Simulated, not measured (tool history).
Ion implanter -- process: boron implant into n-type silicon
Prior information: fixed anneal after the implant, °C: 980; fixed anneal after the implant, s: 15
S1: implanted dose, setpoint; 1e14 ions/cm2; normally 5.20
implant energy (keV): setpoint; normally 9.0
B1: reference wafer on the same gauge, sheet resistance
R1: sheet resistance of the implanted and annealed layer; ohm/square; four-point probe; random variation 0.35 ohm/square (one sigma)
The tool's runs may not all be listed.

Run 1, day 0.000: usual settings but S1 4.42 1e14 ions/cm2, implant energy (keV) 10.0; B1 233.04. Result: R1 270.03 ohm/square.
Run 2, day 0.550: usual settings but S1 4.42 1e14 ions/cm2, implant energy (keV) 10.0; B1 233.09. Result: R1 270.20 ohm/square.
Run 3, day 3.779: usual settings but S1 4.42 1e14 ions/cm2, implant energy (keV) 10.0; B1 232.99. Result: R1 269.76 ohm/square.
Run 4, day 5.167: usual settings; B1 232.98. Result: R1 239.39 ohm/square.
Run 5, day 6.425: usual settings; B1 233.01. Result: R1 239.05 ohm/square.
At day 7.300: extraction supply calibrated.
Run 6, day 7.321: usual settings but implant energy (keV) 8.0; B1 232.99. Result: R1 242.67 ohm/square.
Run 7, day 8.058: usual settings but implant energy (keV) 8.0; B1 232.98. Result: R1 241.81 ohm/square.
Run 8, day 9.075: usual settings but implant energy (keV) 8.0; B1 232.99. Result: R1 241.71 ohm/square.
Run 9, day 10.338: usual settings but S1 4.09 1e14 ions/cm2; B1 233.00. Result: R1 291.15 ohm/square.
Run 10, day 11.025: usual settings; B1 232.97. Result: R1 239.24 ohm/square.
Run 11, day 11.638: usual settings but S1 5.82 1e14 ions/cm2, implant energy (keV) 7.5; B1 232.95. Result: R1 224.45 ohm/square.
Run 12, day 13.108: usual settings; B1 232.95. Result: R1 238.41 ohm/square.
Run 13, day 14.100: usual settings but S1 5.73 1e14 ions/cm2, implant energy (keV) 7.5; B1 232.98. Result: R1 227.10 ohm/square.
At day 15.004: Faraday cup replaced and dose calibrated.
Run 14, day 15.025: usual settings but S1 4.33 1e14 ions/cm2, implant energy (keV) 6.0; B1 233.01. Result: R1 283.25 ohm/square.
Run 15, day 15.875: usual settings but S1 6.54 1e14 ions/cm2, implant energy (keV) 10.0; B1 233.01. Result: R1 193.34 ohm/square.
At day 16.475: gauge calibrated.
Run 16, day 17.204: usual settings but S1 4.42 1e14 ions/cm2, implant energy (keV) 11.5; B1 233.03. Result: R1 260.05 ohm/square.
Run 17, day 17.792: usual settings but S1 4.77 1e14 ions/cm2, implant energy (keV) 11.5; B1 233.02. Result: R1 244.09 ohm/square.
Run 18, day 19.150: usual settings but S1 3.82 1e14 ions/cm2, implant energy (keV) 12.0; B1 233.00. Result: R1 293.05 ohm/square.
Run 19, day 19.854: usual settings; B1 233.04. Result: R1 233.05 ohm/square.
Run 20, day 21.658: usual settings but S1 4.42 1e14 ions/cm2, implant energy (keV) 10.0; B1 233.01. Result: R1 263.86 ohm/square.

Branching from run 20: 5 alternative next runs. What would each branch give?
Run A, day 21.675: usual settings; B1 ?. Result: R1 ?.
Run B, day 21.675: usual settings but S1 3.87 1e14 ions/cm2, implant energy (keV) 6.5; B1 ?. Result: R1 ?.
Run C, day 21.675: usual settings but S1 4.45 1e14 ions/cm2, implant energy (keV) 8.0; B1 ?. Result: R1 ?.
Run D, day 21.675: usual settings but implant energy (keV) 12.0; B1 ?. Result: R1 ?.
Run E, day 21.675: usual settings but S1 3.77 1e14 ions/cm2, implant energy (keV) 10.5; B1 ?. Result: R1 ?.

run      B1      R1
  A  232.97  234.22
  B  232.97  308.67
  C  232.97  268.67
  D  232.97  229.05
  E  232.97  300.69
With the hidden condition removed and each run's random variation left untouched, the same runs would have given:
run      R1
  A  232.60
  B  306.46
  C  266.74
  D  227.44
  E  298.49
